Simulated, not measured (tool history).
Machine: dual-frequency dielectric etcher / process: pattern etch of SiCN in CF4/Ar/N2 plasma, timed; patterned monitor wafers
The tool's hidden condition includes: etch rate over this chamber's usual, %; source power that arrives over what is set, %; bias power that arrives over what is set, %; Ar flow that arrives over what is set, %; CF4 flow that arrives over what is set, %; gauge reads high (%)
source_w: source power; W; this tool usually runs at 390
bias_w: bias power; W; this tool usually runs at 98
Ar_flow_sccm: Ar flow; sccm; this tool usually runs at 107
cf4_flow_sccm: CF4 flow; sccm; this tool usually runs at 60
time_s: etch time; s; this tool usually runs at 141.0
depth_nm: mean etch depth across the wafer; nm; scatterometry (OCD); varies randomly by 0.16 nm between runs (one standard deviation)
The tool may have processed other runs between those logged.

run,day,source_w,bias_w,Ar_flow_sccm,cf4_flow_sccm,time_s,wafers since the last listed run,hours since the last wet clean,hours since the last source power generator calibration,hours since the last bias power generator calibration,hours since the last Ar flow controller change,hours since the last CF4 flow controller change,hours since the last upper electrode change,hours since the gauge calibration,"read-back reference wafer on the same gauge, depth_nm",depth_nm
1,0.000,430,98,107,70,141.0,0,10.1,5040.5,1817.2,5612.3,2246.6,2663.1,58.1,89.9,120.3
2,1.492,390,98,107,60,115.5,379,45.9,5076.3,1853.0,5648.1,2282.4,2698.9,93.9,90.0,90.2
3,2.246,390,98,107,60,141.0,191,64.0,5094.4,1871.1,5666.2,2300.5,2717.0,112.0,90.0,110.0
4,3.729,390,98,107,60,141.0,377,99.6,5130.0,1906.7,5701.8,2336.1,2752.6,147.6,90.0,109.8
5,4.429,390,98,107,60,141.0,178,116.4,5146.8,1923.5,5718.6,2352.9,2769.4,164.4,90.0,109.9
# day 4.675: source power generator calibrated
6,5.825,470,98,107,60,141.0,312,149.9,27.6,1957.0,5752.1,2386.4,2802.9,197.9,90.0,125.2
7,6.521,470,98,107,60,141.0,177,166.6,44.3,1973.7,5768.8,2403.1,2819.6,214.6,90.0,124.9
# day 7.500: CF4 flow controller replaced
8,7.767,390,98,107,60,141.0,253,196.5,74.2,2003.6,5798.7,6.4,2849.5,244.5,90.0,109.3
9,9.067,390,98,88,60,141.0,330,227.7,105.4,2034.8,5829.9,37.6,2880.7,275.7,90.0,111.2
10,10.188,390,98,107,60,141.0,285,254.6,132.3,2061.7,5856.8,64.5,2907.6,302.6,89.9,109.0
11,11.054,390,98,100,70,108.5,220,275.4,153.1,2082.5,5877.6,85.3,2928.4,323.4,90.0,85.9
# day 11.700: bias power generator calibrated
12,11.804,460,98,94,50,141.0,148,293.4,171.1,2.5,5895.6,103.3,2946.4,341.4,90.0,118.7
# day 12.392: Ar flow controller replaced
# day 13.742: wet clean of the chamber
13,13.762,390,98,107,60,141.0,180,0.5,218.1,49.5,32.9,150.3,2993.4,388.4,90.0,108.2
14,13.775,390,98,107,60,141.0,3,0.8,218.4,49.8,33.2,150.6,2993.7,388.7,90.0,108.4
# day 15.338: upper electrode replaced
15,15.358,390,98,107,60,141.0,148,38.8,256.4,87.8,71.2,188.6,0.5,426.7,90.0,108.5
# day 15.412: gauge calibrated
16,16.292,390,98,107,60,98.5,237,61.2,278.8,110.2,93.6,211.0,22.9,21.1,90.0,75.6
17,17.354,390,98,107,60,141.0,270,86.7,304.3,135.7,119.1,236.5,48.4,46.6,90.1,108.1
18,18.283,360,88,119,60,121.0,236,109.0,326.6,158.0,141.4,258.8,70.7,68.9,89.9,82.5
19,18.812,340,119,107,60,141.0,134,121.7,339.3,170.7,154.1,271.5,83.4,81.6,90.0,107.9
20,19.842,390,105,107,69,117.5,262,146.4,364.0,195.4,178.8,296.2,108.1,106.3,90.0,94.4
21,20.450,390,116,84,51,175.0,154,161.0,378.6,210.0,193.4,310.8,122.7,120.9,90.0,146.5
22,21.862,390,98,125,46,141.0,359,194.9,412.5,243.9,227.3,344.7,156.6,154.8,90.1,103.1

Run-by-run hidden state of the tool:
source power that arrives over what is set, %: 0, the same for each run
Ar flow that arrives over what is set, %: 0, the same for each run
CF4 flow that arrives over what is set, %: 0, the same for each run
gauge reads high (%): 0, the same for each run
H1: etch rate over this chamber's usual, %
H2: bias power that arrives over what is set, %
run,H1,H2
1,-0.445,4.89
2,-0.623,4.91
3,-0.713,4.92
4,-0.889,4.94
5,-0.973,4.95
6,-1.14,4.97
7,-1.22,4.98
8,-1.37,5
9,-1.53,5.01
10,-1.66,5.03
11,-1.76,5.04
12,-1.85,-0.669
13,0.168,-0.367
14,0.167,-0.365
15,-0.0218,-0.133
16,-0.133,-0.00142
17,-0.26,0.144
18,-0.371,0.267
19,-0.434,0.336
20,-0.556,0.466
21,-0.629,0.541
22,-0.797,0.711
